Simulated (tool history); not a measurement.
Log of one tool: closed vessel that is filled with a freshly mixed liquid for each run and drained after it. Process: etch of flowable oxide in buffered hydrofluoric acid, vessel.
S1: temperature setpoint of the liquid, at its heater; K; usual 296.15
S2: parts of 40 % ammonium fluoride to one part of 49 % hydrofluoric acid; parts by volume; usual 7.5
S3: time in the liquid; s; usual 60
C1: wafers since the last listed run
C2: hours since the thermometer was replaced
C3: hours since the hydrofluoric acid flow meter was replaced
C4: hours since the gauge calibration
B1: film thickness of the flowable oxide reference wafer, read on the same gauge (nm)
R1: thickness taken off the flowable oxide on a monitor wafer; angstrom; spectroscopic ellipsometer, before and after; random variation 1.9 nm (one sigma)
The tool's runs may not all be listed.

| run | hour | S1 | S2 | S3 | C1 | C2 | C3 | C4 | B1 | R1 |
|---|---|---|---|---|---|---|---|---|---|---|
| 1 | 0 | 296.15 | 7.5 | 60 | 0 | 1620.7 | 556.5 | 805.2 | 123.03 | 3133.7 |
| 2 | 63.8 | 296.15 | 7.5 | 60 | 4385 | 1684.5 | 620.3 | 869 | 123.14 | 3136.1 |
|  | 68.6 | hydrofluoric acid flow meter replaced |
| 3 | 129.1 | 296.15 | 6.5 | 60 | 4419 | 1749.8 | 60.5 | 934.3 | 123.2 | 3562.7 |
| 4 | 194.3 | 293.15 | 7.5 | 85 | 4481 | 1815 | 125.7 | 999.5 | 123.24 | 3781.4 |
| 5 | 299.2 | 296.15 | 7.5 | 60 | 7210 | 1919.9 | 230.6 | 1104.4 | 123.38 | 3138.4 |
| 6 | 399.4 | 296.15 | 7.5 | 60 | 6886 | 2020.1 | 330.8 | 1204.6 | 123.43 | 3141.1 |
| 7 | 436.8 | 296.15 | 7.5 | 60 | 2570 | 2057.5 | 368.2 | 1242 | 123.45 | 3103.3 |
| 8 | 514.1 | 296.15 | 7.5 | 60 | 5313 | 2134.8 | 445.5 | 1319.3 | 123.49 | 3143.8 |
| 9 | 550.1 | 296.15 | 7.5 | 35 | 2474 | 2170.8 | 481.5 | 1355.3 | 123.5 | 1839.2 |
| 10 | 639.7 | 296.15 | 7.5 | 60 | 6158 | 2260.4 | 571.1 | 1444.9 | 123.55 | 3132.4 |
| 11 | 718.1 | 296.15 | 7.5 | 60 | 5388 | 2338.8 | 649.5 | 1523.3 | 123.61 | 3168 |
|  | 731.8 | hydrofluoric acid flow meter replaced |
|  | 765.1 | thermometer replaced |
| 12 | 776.6 | 292.65 | 7.5 | 60 | 3883 | 11.5 | 44.8 | 1581.8 | 123.6 | 2585.1 |
|  | 812.1 | gauge calibrated |
| 13 | 878.3 | 296.15 | 7.5 | 45 | 6990 | 113.2 | 146.5 | 66.2 | 120.58 | 2306.6 |
| 14 | 944.4 | 297.65 | 8.5 | 60 | 4543 | 179.3 | 212.6 | 132.3 | 120.98 | 2903.4 |
| 15 | 1000.8 | 293.15 | 7.5 | 45 | 3876 | 235.7 | 269 | 188.7 | 121.28 | 1962.6 |
| 16 | 1068.6 | 296.15 | 7.5 | 80 | 4660 | 303.5 | 336.8 | 256.5 | 121.62 | 4171 |
| 17 | 1164.4 | 296.15 | 7.5 | 60 | 6584 | 399.3 | 432.6 | 352.3 | 121.99 | 3094.5 |
| 18 | 1234.9 | 297.65 | 5.5 | 30 | 4845 | 469.8 | 503.1 | 422.8 | 122.24 | 2236 |
| 19 | 1339 | 298.65 | 5.5 | 85 | 7155 | 573.9 | 607.2 | 526.9 | 122.53 | 6671.2 |
| 20 | 1386.2 | 296.15 | 7.5 | 60 | 3244 | 621.1 | 654.4 | 574.1 | 122.67 | 3083.5 |
| 21 | 1438.5 | 293.15 | 7.5 | 85 | 3594 | 673.4 | 706.7 | 626.4 | 122.8 | 3698.3 |
|  | 1486.4 | hydrofluoric acid flow meter replaced |
| 22 | 1515.3 | 296.15 | 7.5 | 60 | 5209 | 750.2 | 28.9 | 703.2 | 122.92 | 3118.9 |
| 23 | 1561.4 | 296.15 | 5 | 60 | 3168 | 796.3 | 75 | 749.3 | 123 | 4500.9 |
| 24 | 1665.8 | 299.15 | 6 | 95 | 7175 | 900.7 | 179.4 | 853.7 | 123.17 | 7130 |
| 25 | 1734.5 | 297.65 | 7.5 | 35 | 4721 | 969.4 | 248.1 | 922.4 | 123.23 | 2003 |
| 26 | 1810.3 | 299.15 | 6.5 | 60 | 5209 | 1045.2 | 323.9 | 998.2 | 123.32 | 4205.4 |
| 27 | 1879.5 | 299.65 | 5 | 75 | 4756 | 1114.4 | 393.1 | 1067.4 | 123.38 | 6793.9 |

Forecast each of these 5 alternatives for the next run:
| A | 1880.2 | 296.15 | 7.5 | 60 | 48 | 1115.1 | 393.8 | 1068.1 | ? | ? |
| B | 1880.2 | 296.15 | 10 | 30 | 48 | 1115.1 | 393.8 | 1068.1 | ? | ? |
| C | 1880.2 | 296.15 | 10 | 40 | 48 | 1115.1 | 393.8 | 1068.1 | ? | ? |
| D | 1880.2 | 294.65 | 10 | 70 | 48 | 1115.1 | 393.8 | 1068.1 | ? | ? |
| E | 1880.2 | 298.65 | 6 | 90 | 48 | 1115.1 | 393.8 | 1068.1 | ? | ? |

| run | B1 | R1 |
|---|---|---|
| A | 123.37 | 3142.5 |
| B | 123.37 | 1206.8 |
| C | 123.37 | 1609.1 |
| D | 123.37 | 2592.3 |
| E | 123.37 | 6648.1 |
Without the tool's hidden state the same runs would have given:
| run | R1 |
|---|---|
| A | 3056.3 |
| B | 1173.7 |
| C | 1565 |
| D | 2521.2 |
| E | 6465.8 |
